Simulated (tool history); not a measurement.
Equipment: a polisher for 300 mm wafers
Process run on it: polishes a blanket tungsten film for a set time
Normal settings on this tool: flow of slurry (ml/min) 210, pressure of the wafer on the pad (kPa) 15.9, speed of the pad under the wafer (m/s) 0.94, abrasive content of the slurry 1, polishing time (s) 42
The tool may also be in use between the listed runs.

run	hour	flow of slurry (ml/min)	pressure of the wafer on the pad (kPa)	speed of the pad under the wafer (m/s)	abrasive content of the slurry	polishing time (s)	incoming thickness of the incoming film, nm	film removed (nm)
1	0	210	15.9	0.94	1	42	658.1	121
2	16.3	210	15.9	0.94	1	42	673.3	119.9
# hour 37.1: worn pad replaced by a new one
3	39.1	210	15.9	0.94	1	42	660.2	123.1
# hour 42.3: slurry tank refilled with fresh slurry and peroxide
4	73.9	210	15.9	0.94	1	42	668	119.4
5	97.2	210	15.9	0.94	1	42	664.4	119.8
6	123.2	210	15.9	0.94	1	37	660.7	104.8
# hour 141.3: worn pad replaced by a new one
# hour 145.8: slurry tank refilled with fresh slurry and peroxide
7	146.3	210	15.9	0.94	1	37	659.7	104.3
8	158.7	210	15.9	0.94	1	51	664.1	144.7
9	180	210	15.9	0.94	1	42	657.6	116.2
# hour 183.2: slurry blender recalibrated
10	206.5	240	13.1	0.94	1	42	654.2	100.4
# hour 217.3: head pressure recalibrated
# hour 240.2: worn pad replaced by a new one
11	240.7	210	15.9	0.94	1	42	665.7	117.4
# hour 257.7: slurry tank refilled with fresh slurry and peroxide
# hour 260.1: slurry nozzle cleaned
12	260.6	210	15.9	0.66	1	42	660.9	99.7
13	282.8	210	13.1	1.14	1	42	652	124.5
14	310.2	210	14.5	0.94	1.15	42	664.8	120.5
15	326.9	175	18.6	0.94	1	47	654.7	162

Predict each of these 5 candidate next runs independently; none follows another, all start after run 15:
A	327.3	210	15.9	0.84	1	42	651.2	?
B	327.3	210	13.1	0.94	0.85	42	651.2	?
C	327.3	210	15.9	0.94	1.15	42	651.2	?
D	327.3	210	19.3	0.94	1	42	651.2	?
E	327.3	260	15.9	1.14	1	42	651.2	?

run	film removed (nm)
A	116.7
B	101.2
C	131.9
D	155.1
E	152.9
The same runs, with their run-to-run variation unchanged, on a tool lacking any hidden condition would have given:
run	film removed (nm)
A	117.6
B	101.9
C	132.8
D	156.2
E	153.8
